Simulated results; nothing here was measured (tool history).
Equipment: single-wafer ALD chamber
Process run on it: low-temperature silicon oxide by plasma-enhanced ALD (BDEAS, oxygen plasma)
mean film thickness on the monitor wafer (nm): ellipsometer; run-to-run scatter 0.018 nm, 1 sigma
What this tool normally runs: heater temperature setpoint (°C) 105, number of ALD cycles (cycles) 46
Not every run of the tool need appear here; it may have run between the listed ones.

run   hour  heater temperature setpoint (°C)  number of ALD cycles (cycles)  wafers since the last listed run  hours since the last thermocouple change  hours since the gauge calibration  read-back reference wafer on the same gauge, thickness_nm  mean film thickness on the monitor wafer (nm)
  1    0.0                               105                             49                                 0                                     801.4                               79.7                                                      6.850                                          7.722
  2   17.8                               105                             46                                77                                     819.2                               97.5                                                      6.838                                          7.236
  3   33.6                               105                             46                                68                                     835.0                              113.3                                                      6.837                                          7.220
  4   46.5                               105                             39                                56                                     847.9                              126.2                                                      6.838                                          6.159
      66.4  -- thermocouple changed; heater temperature recalibrated
  5   66.9                               105                             39                                53                                       0.5                              146.6                                                      6.847                                          6.124
  6   76.9                               105                             39                                43                                      10.5                              156.6                                                      6.848                                          6.104
  7   90.3                               105                             46                                58                                      23.9                              170.0                                                      6.834                                          7.257
  8  107.8                               105                             46                                76                                      41.4                              187.5                                                      6.838                                          7.264
  9  124.2                               105                             52                                71                                      57.8                              203.9                                                      6.835                                          8.156
 10  135.7                                95                             55                                50                                      69.3                              215.4                                                      6.837                                          8.814
 11  142.5                                98                             52                                29                                      76.1                              222.2                                                      6.841                                          8.303
 12  148.8                               105                             40                                27                                      82.4                              228.5                                                      6.839                                          6.267
 13  154.9                               105                             46                                26                                      88.5                              234.6                                                      6.841                                          7.245
     155.6  -- gauge calibrated
 14  161.6                               105                             46                                29                                      95.2                                6.0                                                      6.843                                          7.222

Run 15 comes next. What will it give?
 15  167.9                                95                             50                                27                                     101.5                               12.3                                                          ?                                              ?

{"run 15": {"read-back reference wafer on the same gauge, thickness_nm": 6.842, "mean film thickness on the monitor wafer (nm)": 8.048}}
Take away the tool's hidden state, keep the run-to-run variation as it was, and the same run would have given mean film thickness on the monitor wafer (nm) 8.048.

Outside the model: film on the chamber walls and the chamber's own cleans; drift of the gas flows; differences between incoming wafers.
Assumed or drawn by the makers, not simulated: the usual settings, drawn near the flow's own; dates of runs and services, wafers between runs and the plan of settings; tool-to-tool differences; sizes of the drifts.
